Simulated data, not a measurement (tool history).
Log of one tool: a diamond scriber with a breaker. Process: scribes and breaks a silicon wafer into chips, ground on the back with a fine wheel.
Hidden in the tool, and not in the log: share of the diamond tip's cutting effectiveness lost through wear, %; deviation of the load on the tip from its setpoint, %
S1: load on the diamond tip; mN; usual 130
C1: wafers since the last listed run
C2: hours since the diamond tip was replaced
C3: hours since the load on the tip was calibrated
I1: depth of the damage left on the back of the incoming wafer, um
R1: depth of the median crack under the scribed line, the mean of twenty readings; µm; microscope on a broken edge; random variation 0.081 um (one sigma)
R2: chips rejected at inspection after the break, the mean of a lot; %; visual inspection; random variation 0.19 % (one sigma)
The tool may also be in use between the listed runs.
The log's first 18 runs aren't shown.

| run | hour | S1 | C1 | C2 | C3 | I1 | R1 | R2 |
|---|---|---|---|---|---|---|---|---|
| 19 | 195.1 | 144 | 66 | 914.9 | 662.9 | 2.08 | 8.01 | 7.94 |
| 20 | 202.5 | 144 | 35 | 922.3 | 670.3 | 2.67 | 8.02 | 9.33 |
| 21 | 218.7 | 144 | 78 | 938.5 | 686.5 | 2.17 | 7.86 | 7.52 |
| 22 | 232 | 130 | 64 | 951.8 | 699.8 | 1.53 | 7.4 | 8.78 |
| 23 | 278.1 | 162 | 223 | 997.9 | 745.9 | 2.34 | 8.49 | 5.28 |
| 24 | 292 | 112 | 67 | 1011.8 | 759.8 | 2.8 | 6.68 | 22.34 |
|  | 308.5 | diamond tip replaced by a new one |
| 25 | 309 | 167 | 72 | 0.5 | 776.8 | 2.71 | 10.55 | 4.27 |
| 26 | 327.2 | 168 | 88 | 18.7 | 795 | 2.43 | 10.45 | 3.89 |
| 27 | 339.4 | 130 | 59 | 30.9 | 807.2 | 1.67 | 8.8 | 3.43 |
| 28 | 350.9 | 94 | 55 | 42.4 | 818.7 | 2.46 | 7.16 | 14.9 |
| 29 | 367.7 | 111 | 81 | 59.2 | 835.5 | 2.86 | 8.02 | 10.05 |
|  | 413.9 | load on the tip recalibrated |
| 30 | 420.8 | 157 | 247 | 112.3 | 6.9 | 2.86 | 10.74 | 4.27 |
| 31 | 434.4 | 130 | 65 | 125.9 | 20.5 | 2.83 | 9.29 | 5.4 |
| 32 | 443 | 130 | 41 | 134.5 | 29.1 | 2.05 | 9.41 | 3.17 |
| 33 | 456.8 | 130 | 66 | 148.3 | 42.9 | 1.69 | 9.27 | 2.22 |
| 34 | 468 | 148 | 54 | 159.5 | 54.1 | 2.62 | 10.24 | 3.44 |
| 35 | 484.4 | 101 | 79 | 175.9 | 70.5 | 2.62 | 7.76 | 10.71 |
| 36 | 497.1 | 142 | 61 | 188.6 | 83.2 | 1.53 | 9.73 | 2.28 |
| 37 | 508.7 | 100 | 56 | 200.2 | 94.8 | 1.72 | 7.79 | 8.72 |
| 38 | 525.2 | 165 | 80 | 216.7 | 111.3 | 2.01 | 10.84 | 3.25 |
| 39 | 538.8 | 130 | 65 | 230.3 | 124.9 | 2.28 | 9.1 | 4.11 |
| 40 | 545.9 | 130 | 34 | 237.4 | 132 | 1.89 | 9.08 | 3.19 |
| 41 | 553.3 | 95 | 35 | 244.8 | 139.4 | 1.98 | 7.28 | 10.91 |
| 42 | 565.8 | 105 | 60 | 257.3 | 151.9 | 2.24 | 7.82 | 7.7 |

Forecast each of these 3 alternatives for the next run:
| A | 566.3 | 156 | 2 | 257.8 | 152.4 | 1.76 | ? | ? |
| B | 566.3 | 153 | 2 | 257.8 | 152.4 | 1.76 | ? | ? |
| C | 566.3 | 106 | 2 | 257.8 | 152.4 | 1.76 | ? | ? |

| run | R1 | R2 |
|---|---|---|
| A | 10.16 | 2.37 |
| B | 10.03 | 2.31 |
| C | 7.88 | 6.87 |
Without the tool's hidden state the same runs would have given:
| run | R1 | R2 |
|---|---|---|
| A | 11 | 3.44 |
| B | 10.86 | 3.19 |
| C | 8.54 | 4.18 |

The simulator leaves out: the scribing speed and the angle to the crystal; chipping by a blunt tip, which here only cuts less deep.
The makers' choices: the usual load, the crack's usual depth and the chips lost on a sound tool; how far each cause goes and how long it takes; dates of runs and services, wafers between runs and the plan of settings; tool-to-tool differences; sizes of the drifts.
